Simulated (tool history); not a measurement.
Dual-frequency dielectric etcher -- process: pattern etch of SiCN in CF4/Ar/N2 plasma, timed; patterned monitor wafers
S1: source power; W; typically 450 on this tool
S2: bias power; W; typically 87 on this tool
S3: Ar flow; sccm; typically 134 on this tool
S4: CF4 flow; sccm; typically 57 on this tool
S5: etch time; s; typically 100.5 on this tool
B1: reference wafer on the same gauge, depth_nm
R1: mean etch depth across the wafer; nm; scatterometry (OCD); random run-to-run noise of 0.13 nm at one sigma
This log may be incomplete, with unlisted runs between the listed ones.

| run | hour | S1 | S2 | S3 | S4 | S5 | B1 | R1 |
|---|---|---|---|---|---|---|---|---|
| 1 | 0 | 480 | 87 | 134 | 57 | 100.5 | 82 | 86 |
| 2 | 16.3 | 450 | 87 | 134 | 65 | 100.5 | 82 | 84.7 |
|  | 33.7 | gauge calibrated |
| 3 | 41.8 | 450 | 87 | 134 | 57 | 100.5 | 82 | 83 |
|  | 62.3 | CF4 flow controller replaced |
| 4 | 62.8 | 450 | 78 | 134 | 49 | 100.5 | 81.9 | 77.1 |
|  | 101.6 | upper electrode replaced |
| 5 | 102.1 | 450 | 78 | 134 | 49 | 100.5 | 82 | 77.2 |
| 6 | 118.7 | 520 | 87 | 134 | 57 | 78.5 | 82.1 | 70.2 |
|  | 144.2 | wet clean of the chamber |
| 7 | 144.7 | 540 | 87 | 134 | 69 | 100.5 | 82 | 94.9 |
| 8 | 152.3 | 500 | 105 | 134 | 63 | 88 | 82 | 84.9 |
| 9 | 182.7 | 520 | 87 | 161 | 57 | 100.5 | 82 | 86.1 |
|  | 194.5 | Ar flow controller replaced |
| 10 | 202.6 | 450 | 105 | 134 | 57 | 100.5 | 82 | 88.4 |
|  | 208.8 | bias power generator calibrated |
|  | 224.2 | source power generator calibrated |
| 11 | 233.9 | 450 | 87 | 134 | 57 | 100.5 | 82 | 83.2 |
| 12 | 257.6 | 490 | 70 | 134 | 44 | 111 | 82 | 83.6 |
| 13 | 278.2 | 450 | 87 | 105 | 57 | 128.5 | 82 | 113.4 |
| 14 | 310.2 | 350 | 87 | 134 | 50 | 100.5 | 82 | 71.6 |
| 15 | 387.2 | 450 | 87 | 134 | 57 | 100.5 | 82 | 83.2 |
| 16 | 417.3 | 450 | 87 | 134 | 57 | 100.5 | 82 | 83.3 |
| 17 | 432.3 | 450 | 87 | 143 | 57 | 100.5 | 82 | 82 |
|  | 435.8 | gauge calibrated |
| 18 | 498.7 | 450 | 87 | 134 | 44 | 100.5 | 82 | 80 |
| 19 | 529 | 490 | 87 | 134 | 70 | 100.5 | 82 | 90.1 |
|  | 565.3 | wet clean of the chamber |
| 20 | 565.8 | 450 | 108 | 123 | 57 | 100.5 | 82 | 93.8 |
| 21 | 566.2 | 480 | 109 | 168 | 57 | 100.5 | 82 | 91.1 |
| 22 | 597.1 | 450 | 87 | 134 | 57 | 100.5 | 82 | 83.3 |

Predict each of these 3 candidate next runs independently; none follows another, all start after run 22:
| A | 597.5 | 450 | 87 | 134 | 57 | 100.5 | ? | ? |
| B | 597.5 | 450 | 76 | 134 | 66 | 85 | ? | ? |
| C | 597.5 | 420 | 87 | 134 | 57 | 100.5 | ? | ? |

| run | B1 | R1 |
|---|---|---|
| A | 82.1 | 83.1 |
| B | 82.1 | 67.7 |
| C | 82.1 | 80.1 |
Take away the tool's hidden state, keep each run's random variation, and the runs would have read:
| run | R1 |
|---|---|
| A | 83.1 |
| B | 67.7 |
| C | 80.1 |

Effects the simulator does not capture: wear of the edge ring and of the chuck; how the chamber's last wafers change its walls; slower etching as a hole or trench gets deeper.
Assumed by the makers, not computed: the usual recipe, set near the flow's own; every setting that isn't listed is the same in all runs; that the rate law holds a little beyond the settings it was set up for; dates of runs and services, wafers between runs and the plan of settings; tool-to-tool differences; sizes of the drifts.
